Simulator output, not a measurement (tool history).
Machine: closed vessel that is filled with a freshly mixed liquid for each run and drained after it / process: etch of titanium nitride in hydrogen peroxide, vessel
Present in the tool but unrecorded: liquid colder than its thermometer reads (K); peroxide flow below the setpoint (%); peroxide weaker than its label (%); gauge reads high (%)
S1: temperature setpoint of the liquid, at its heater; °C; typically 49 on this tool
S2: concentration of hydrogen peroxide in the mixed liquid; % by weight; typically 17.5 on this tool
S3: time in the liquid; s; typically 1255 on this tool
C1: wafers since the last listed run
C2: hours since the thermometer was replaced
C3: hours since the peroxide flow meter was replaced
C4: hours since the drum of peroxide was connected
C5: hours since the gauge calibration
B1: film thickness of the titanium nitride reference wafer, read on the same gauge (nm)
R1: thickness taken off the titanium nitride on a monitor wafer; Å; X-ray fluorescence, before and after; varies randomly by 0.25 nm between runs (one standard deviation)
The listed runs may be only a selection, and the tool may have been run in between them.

{"run": 1, "day": 0.0, "S1": 49, "S2": 17.5, "S3": 1255, "C1": 0, "C2": 361.6, "C3": 1352.7, "C4": 274.3, "C5": 340.1, "B1": 50, "R1": 265.2}
{"run": 2, "day": 3.812, "S1": 45, "S2": 17.5, "S3": 725, "C1": 4966, "C2": 453.1, "C3": 1444.2, "C4": 365.8, "C5": 431.6, "B1": 49.99, "R1": 112.4}
{"run": 3, "day": 6.271, "S1": 49, "S2": 17.5, "S3": 1255, "C1": 3202, "C2": 512.1, "C3": 1503.2, "C4": 424.8, "C5": 490.6, "B1": 50, "R1": 263.1}
{"run": 4, "day": 8.358, "S1": 49, "S2": 17.5, "S3": 1255, "C1": 2719, "C2": 562.2, "C3": 1553.3, "C4": 474.9, "C5": 540.7, "B1": 50, "R1": 261.3}
{"run": 5, "day": 10.85, "S1": 49, "S2": 17.5, "S3": 1255, "C1": 3245, "C2": 622, "C3": 1613.1, "C4": 534.7, "C5": 600.5, "B1": 50, "R1": 255.7}
{"day": 12.296, "done": "new drum of peroxide connected"}
{"run": 6, "day": 17.662, "S1": 49, "S2": 19.5, "S3": 1255, "C1": 8820, "C2": 785.5, "C3": 1776.6, "C4": 128.8, "C5": 764, "B1": 50.01, "R1": 257}
{"day": 18.45, "done": "thermometer replaced"}
{"day": 19.358, "done": "peroxide flow meter replaced"}
{"run": 7, "day": 20.638, "S1": 49, "S2": 19.5, "S3": 1255, "C1": 3766, "C2": 52.5, "C3": 30.7, "C4": 200.2, "C5": 835.4, "B1": 49.97, "R1": 233.8}
{"run": 8, "day": 23.2, "S1": 54.5, "S2": 16, "S3": 1975, "C1": 3338, "C2": 114, "C3": 92.2, "C4": 261.7, "C5": 896.9, "B1": 50.02, "R1": 507.2}
{"day": 25.096, "done": "thermometer replaced, repeated, since the last time left the tool worse"}
{"run": 9, "day": 25.95, "S1": 49, "S2": 17.5, "S3": 1255, "C1": 3528, "C2": 20.5, "C3": 158.2, "C4": 327.7, "C5": 962.9, "B1": 50, "R1": 284.9}
{"day": 26.875, "done": "gauge calibrated"}
{"run": 10, "day": 27.804, "S1": 39.5, "S2": 21, "S3": 895, "C1": 2415, "C2": 65, "C3": 202.7, "C4": 372.2, "C5": 22.3, "B1": 50, "R1": 101}
{"run": 11, "day": 29.212, "S1": 44.5, "S2": 13.5, "S3": 660, "C1": 1834, "C2": 98.8, "C3": 236.5, "C4": 406, "C5": 56.1, "B1": 49.99, "R1": 98.6}
{"run": 12, "day": 31.458, "S1": 49, "S2": 17.5, "S3": 1255, "C1": 2925, "C2": 152.7, "C3": 290.4, "C4": 459.9, "C5": 110, "B1": 49.99, "R1": 275.9}
{"run": 13, "day": 33.742, "S1": 49, "S2": 20, "S3": 645, "C1": 2974, "C2": 207.5, "C3": 345.2, "C4": 514.7, "C5": 164.8, "B1": 50.01, "R1": 143}
{"run": 14, "day": 35.233, "S1": 39.5, "S2": 22, "S3": 1975, "C1": 1943, "C2": 243.3, "C3": 381, "C4": 550.5, "C5": 200.6, "B1": 49.99, "R1": 222.1}

Each row is a separate what-if for the run after 14, all from the same tool condition, not one after another. Results?
{"run": "A", "day": 35.275, "S1": 49, "S2": 14, "S3": 1255, "C1": 54, "C2": 244.3, "C3": 382, "C4": 551.5, "C5": 201.6, "B1": "?", "R1": "?"}
{"run": "B", "day": 35.275, "S1": 52, "S2": 15.5, "S3": 1730, "C1": 54, "C2": 244.3, "C3": 382, "C4": 551.5, "C5": 201.6, "B1": "?", "R1": "?"}
{"run": "C", "day": 35.275, "S1": 56.5, "S2": 19.5, "S3": 1255, "C1": 54, "C2": 244.3, "C3": 382, "C4": 551.5, "C5": 201.6, "B1": "?", "R1": "?"}

run=A B1=50.01 R1=260.5
run=B B1=50.01 R1=455.7
run=C B1=50.01 R1=476.9
What these runs would have given with no unlogged condition in the tool:
run=A R1=271.1
run=B R1=473.9
run=C R1=495.5

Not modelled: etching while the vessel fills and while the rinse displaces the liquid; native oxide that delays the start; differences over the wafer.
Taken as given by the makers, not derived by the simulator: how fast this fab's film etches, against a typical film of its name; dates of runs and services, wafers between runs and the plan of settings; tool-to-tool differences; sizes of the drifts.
